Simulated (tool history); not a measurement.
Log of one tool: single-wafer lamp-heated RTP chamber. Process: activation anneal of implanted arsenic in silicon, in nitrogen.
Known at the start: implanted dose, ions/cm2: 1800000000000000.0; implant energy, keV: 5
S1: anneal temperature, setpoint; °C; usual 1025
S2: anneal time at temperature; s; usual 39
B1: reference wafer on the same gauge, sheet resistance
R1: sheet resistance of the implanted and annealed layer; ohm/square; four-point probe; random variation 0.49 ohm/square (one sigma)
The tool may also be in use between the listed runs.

run,hour,S1,S2,B1,R1
1,0,1019,39,95.94,109.65
# hour 58.3: pyrometer window cleaned and pyrometer calibrated
2,58.8,1019,39,95.98,107.68
3,115.2,1019,39,96.02,108.4
4,176.5,1025,39,95.9,104.25
5,204.5,1025,39,96.04,104.11
6,243,1025,39,95.92,104.4
7,285.4,1025,39,95.97,104.34
# hour 303.4: pyrometer window cleaned and pyrometer calibrated
8,330.1,1025,39,96.04,102.82
9,425.3,1025,27,95.95,116.26
10,482.7,1025,27,96.04,116.24
# hour 525.5: pyrometer window cleaned and pyrometer calibrated
11,550.9,1025,27,96.04,115.6
# hour 575.4: reflector plate cleaned
# hour 581.9: gauge calibrated
12,618.8,1025,39,96.03,104.41
13,688.3,1025,39,95.98,103.59
14,729.2,1025,39,95.88,104.84
15,772.4,1025,47,95.94,98.71
# hour 820: pyrometer window cleaned and pyrometer calibrated
16,832.8,1025,22,95.91,123.37
17,896.6,1025,39,96.1,103.94
18,946.1,1038,39,96.06,95.08
19,972.1,1037,46,95.99,92.04

Forecast run 20:
20,1034.2,1025,59,?,?

Run 20 gave B1 95.96, R1 94.25 ohm/square.
Without the tool's hidden state the same run would have given R1 94.25 ohm/square.
